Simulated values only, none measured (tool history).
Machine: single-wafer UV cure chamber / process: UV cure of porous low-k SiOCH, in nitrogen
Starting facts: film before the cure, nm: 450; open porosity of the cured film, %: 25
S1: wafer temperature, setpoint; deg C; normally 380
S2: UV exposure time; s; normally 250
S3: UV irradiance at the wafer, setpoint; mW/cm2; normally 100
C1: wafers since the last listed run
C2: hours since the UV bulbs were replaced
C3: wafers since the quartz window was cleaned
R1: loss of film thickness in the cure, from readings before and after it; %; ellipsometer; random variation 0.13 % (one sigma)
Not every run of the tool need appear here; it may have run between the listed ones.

Run 1, day 0: usual settings; C1 0; C2 754.4; C3 1342. Result: R1 11.845 %.
Run 2, day 2.521: usual settings; C1 358; C2 814.9; C3 1700. Result: R1 11.266 %.
Run 3, day 4.696: usual settings; C1 309; C2 867.1; C3 2010. Result: R1 11.336 %.
Run 4, day 7.012: usual settings; C1 329; C2 922.7; C3 2339. Result: R1 11.088 %.
Run 5, day 10.988: usual settings; C1 565; C2 1018.1; C3 2904. Result: R1 10.968 %.
Run 6, day 14.075: usual settings; C1 439; C2 1092.2; C3 3343. Result: R1 10.736 %.
Run 7, day 16.521: usual settings; C1 347; C2 1150.9; C3 3691. Result: R1 10.393 %.
At day 17.842: UV bulbs replaced.
At day 18.396: quartz window cleaned.
Run 8, day 18.417: usual settings; C1 174; C2 13.8; C3 2. Result: R1 12.546 %.
Run 9, day 21.125: usual settings; C1 385; C2 78.8; C3 388. Result: R1 12.322 %.
Run 10, day 24.4: usual settings but S1 394 deg C; C1 465; C2 157.4; C3 853. Result: R1 12.85 %.
Run 11, day 26.962: usual settings; C1 364; C2 218.9; C3 1218. Result: R1 12.044 %.
Run 12, day 30.388: usual settings; C1 486; C2 301.1; C3 1705. Result: R1 11.905 %.
Run 13, day 33.067: usual settings; C1 380; C2 365.4; C3 2085. Result: R1 11.928 %.
Run 14, day 34.812: usual settings but S2 350 s; C1 248; C2 407.3; C3 2334. Result: R1 13.254 %.
Run 15, day 38.688: usual settings but S2 170 s; C1 550; C2 500.3; C3 2885. Result: R1 9.538 %.
Run 16, day 40.929: usual settings but S2 170 s; C1 318; C2 554.1; C3 3203. Result: R1 9.577 %.
At day 41.567: quartz window cleaned.
Run 17, day 44.288: usual settings but S2 215 s, S3 75 mW/cm2; C1 430; C2 634.7; C3 386. Result: R1 9.836 %.
Run 18, day 46.775: usual settings but S2 215 s, S3 75 mW/cm2; C1 353; C2 694.4; C3 740. Result: R1 9.622 %.
Run 19, day 50.967: usual settings but S2 215 s, S3 75 mW/cm2; C1 596; C2 795; C3 1336. Result: R1 9.557 %.
Run 20, day 53.229: usual settings; C1 321; C2 849.3; C3 1658. Result: R1 11.713 %.
Run 21, day 55.229: usual settings; C1 284; C2 897.3; C3 1942. Result: R1 11.512 %.
Run 22, day 60.475: usual settings; C1 745; C2 1023.2; C3 2688. Result: R1 11.129 %.
Run 23, day 63.333: usual settings but S1 386 deg C, S2 150 s, S3 60 mW/cm2; C1 406; C2 1091.8; C3 3094. Result: R1 6.33 %.
At day 64.179: quartz window cleaned.
At day 66.596: UV bulbs replaced.
Run 24, day 66.767: usual settings but S1 390 deg C, S2 395 s, S3 77 mW/cm2; C1 393; C2 4.1; C3 320. Result: R1 13.61 %.
Run 25, day 68.312: usual settings but S1 372 deg C, S3 70 mW/cm2; C1 219; C2 41.2; C3 540. Result: R1 10.404 %.
Run 26, day 72.008: usual settings but S1 396 deg C; C1 525; C2 129.9; C3 1065. Result: R1 12.564 %.
Run 27, day 75.583: usual settings; C1 508; C2 215.7; C3 1574. Result: R1 11.956 %.
Run 28, day 77.883: usual settings but S1 391 deg C, S2 170 s; C1 327; C2 270.9; C3 1901. Result: R1 10.397 %.
Run 29, day 81.179: usual settings but S1 373 deg C, S2 400 s, S3 73 mW/cm2; C1 468; C2 350; C3 2369. Result: R1 12.133 %.
Run 30, day 82.983: usual settings but S1 373 deg C, S2 210 s; C1 256; C2 393.3; C3 2626. Result: R1 10.661 %.
Run 31, day 85.083: usual settings but S1 394 deg C, S2 190 s; C1 298; C2 443.7; C3 2924. Result: R1 10.516 %.
Run 32, day 86.662: usual settings but S1 388 deg C, S2 380 s, S3 61 mW/cm2; C1 224; C2 481.6; C3 3149. Result: R1 11.272 %.
At day 87.896: quartz window cleaned.
Run 33, day 90.929: usual settings but S1 385 deg C, S2 170 s, S3 113 mW/cm2; C1 559; C2 584; C3 431. Result: R1 10.892 %.
Run 34, day 94.138: usual settings but S1 390 deg C, S2 350 s, S3 126 mW/cm2; C1 456; C2 661; C3 887. Result: R1 14.891 %.
Run 35, day 96.771: usual settings but S1 370 deg C; C1 374; C2 724.2; C3 1261. Result: R1 11.667 %.
Run 36, day 100.333: usual settings but S2 350 s; C1 506; C2 809.7; C3 1768. Result: R1 13.066 %.
Run 37, day 104.775: usual settings but S1 362 deg C, S2 100 s, S3 84 mW/cm2; C1 631; C2 916.3; C3 2399. Result: R1 6.151 %.
Run 38, day 106.512: usual settings; C1 247; C2 958; C3 2646. Result: R1 10.95 %.
Run 39, day 110.733: usual settings but S1 374 deg C, S3 85 mW/cm2; C1 600; C2 1059.3; C3 3246. Result: R1 9.967 %.
At day 111.446: quartz window cleaned.
At day 114.829: UV bulbs replaced.
Run 40, day 114.871: usual settings; C1 493; C2 1; C3 439. Result: R1 12.202 %.
Run 41, day 117.688: usual settings but S1 391 deg C, S2 170 s; C1 400; C2 68.6; C3 840. Result: R1 10.625 %.
Run 42, day 120.188: usual settings but S3 64 mW/cm2; C1 355; C2 128.6; C3 1195. Result: R1 10.111 %.
Run 43, day 123.904: usual settings but S2 350 s; C1 528; C2 217.8; C3 1724. Result: R1 13.895 %.
Run 44, day 126.496: usual settings but S1 396 deg C, S2 125 s, S3 80 mW/cm2; C1 368; C2 280; C3 2092. Result: R1 8.024 %.

Measured less the same run without the tool's hidden state. The same run-to-run variation is in both; the gauge's scatter may not be:
The hidden state here: lamp output below its setpoint, %; transmission lost against a clean window, %.
run      R1
  1  -0.935
  2  -1.026
  3  -1.172
  4  -1.314
  5  -1.647
  6   -1.94
  7  -2.176
  8   -0.17
  9  -0.228
 10   -0.34
 11  -0.429
 12  -0.596
 13  -0.765
 14  -0.895
 15  -1.122
 16  -1.344
 17  -0.633
 18  -0.699
 19   -0.87
 20  -1.042
 21  -1.151
 22   -1.52
 23  -1.544
 24  -0.162
 25  -0.192
 26  -0.335
 27  -0.494
 28  -0.612
 29  -0.839
 30  -0.961
 31  -1.138
 32  -1.306
 33  -0.611
 34  -0.766
 35  -0.841
 36  -1.041
 37  -1.131
 38  -1.409
 39  -1.778
 40  -0.209
 41  -0.292
 42  -0.388
 43  -0.619
 44  -0.693
